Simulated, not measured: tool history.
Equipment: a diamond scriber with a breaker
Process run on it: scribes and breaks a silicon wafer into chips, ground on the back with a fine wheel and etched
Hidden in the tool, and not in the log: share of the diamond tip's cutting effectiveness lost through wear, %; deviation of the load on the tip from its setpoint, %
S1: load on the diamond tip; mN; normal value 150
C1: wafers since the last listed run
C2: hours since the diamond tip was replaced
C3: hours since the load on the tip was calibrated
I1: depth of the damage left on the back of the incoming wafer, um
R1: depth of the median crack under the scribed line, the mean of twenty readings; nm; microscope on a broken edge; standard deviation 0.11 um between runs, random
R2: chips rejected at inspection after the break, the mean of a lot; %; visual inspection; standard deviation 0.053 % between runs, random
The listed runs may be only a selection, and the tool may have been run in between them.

run   hour   S1   C1      C2      C3    I1    R1     R2
  1      0  150    0   644.8  1065.6  0.74  7160   2.99
  2    9.6  182   30   654.4  1075.2   0.7  8560      1
  3   18.1  176   27   662.9  1083.7  0.42  8510    0.7
  4   35.4  176   55   680.2    1101  0.47  8250   0.72
  5   69.7  176  110   714.5  1135.3  0.34  8200   0.58
  6   86.5  165   53   731.3  1152.1  0.63  7670   1.07
  7   98.1  160   37   742.9  1163.7  0.58  7430   1.41
  8  111.3  161   42   756.1  1176.9  0.66  7380   1.68
  9  124.9  161   43   769.7  1190.5  0.45  7410   1.65
 10  166.8  150  134   811.6  1232.4   0.7  6880   3.52
 11  177.7  150   34   822.5  1243.3   0.6  6960   3.87
     182.3  -- load on the tip recalibrated
 12  189.8  150   32   834.6     7.5  0.54  6770   3.95
 13    203  132   42   847.8    20.7  0.57  5910  12.87
 14  211.3  132   26   856.1      29  0.77  5900  12.41
 15  226.7  150   49   871.5    44.4  0.73  6750   4.11
 16    237  150   33   881.8    54.7  0.43  6790   4.45
 17    249  150   38   893.8    66.7  0.43  6710   4.37
 18  262.1  150   42   906.9    79.8  0.79  6790   4.78
 19    276  150   44   920.8    93.7  0.33  6710   4.15
 20  290.9  174   47   935.7   108.6  0.38  7860   0.95
 21  298.9  123   25   943.7   116.6  0.32  5530  16.79
 22  309.4  108   33   954.2   127.1  0.78  4690  36.77
 23  324.6  125   48   969.4   142.3  0.72  5550  18.54
 24  332.4  189   25   977.2   150.1  0.56  8280    0.8
 25  349.4  116   54   994.2   167.1  0.43  5040   23.2
 26  362.6  150   42  1007.4   180.3  0.47  6610   5.07
 27  380.1  194   56  1024.9   197.8  0.57  8290   0.84
     389.1  -- diamond tip replaced by a new one
 28  390.2  178   25     1.1   207.9  0.49  9180    3.4
 29  415.4  150   80    26.3   233.1  0.34  7920   0.85
 30  457.6  137  135    68.5   275.3  0.44  7200    2.5
 31    472  126   46    82.9   289.7  0.49  6530   5.41
 32  482.5  117   33    93.4   300.2  0.62  6070  11.41
 33  498.9  162   52   109.8   316.6  0.49  8580   0.77
 34  508.9  116   32   119.8   326.6  0.56  5980  12.04
 35  516.5  150   24   127.4   334.2  0.65  7770   0.96
 36  524.9  130   26   135.8   342.6  0.56  6720   5.49
 37  537.3  135   39   148.2     355  0.64  6890   3.52
 38    546  121   27   156.9   363.7  0.38  6360   9.89

For each run, what was the tool's unlogged condition?
deviation of the load on the tip from its setpoint, %: 0, the same for each run
H1: share of the diamond tip's cutting effectiveness lost through wear, %
run    H1
  1  17.7
  2  17.9
  3  18.1
  4  18.5
  5  19.3
  6  19.7
  7  19.9
  8  20.2
  9  20.5
 10  21.5
 11  21.7
 12    22
 13  22.3
 14  22.4
 15  22.8
 16    23
 17  23.3
 18  23.6
 19  23.9
 20  24.2
 21  24.4
 22  24.6
 23    25
 24  25.2
 25  25.5
 26  25.8
 27  26.2
 28  3.17
 29  3.74
 30  4.68
 31  5.01
 32  5.24
 33  5.61
 34  5.83
 35     6
 36  6.19
 37  6.47
 38  6.67

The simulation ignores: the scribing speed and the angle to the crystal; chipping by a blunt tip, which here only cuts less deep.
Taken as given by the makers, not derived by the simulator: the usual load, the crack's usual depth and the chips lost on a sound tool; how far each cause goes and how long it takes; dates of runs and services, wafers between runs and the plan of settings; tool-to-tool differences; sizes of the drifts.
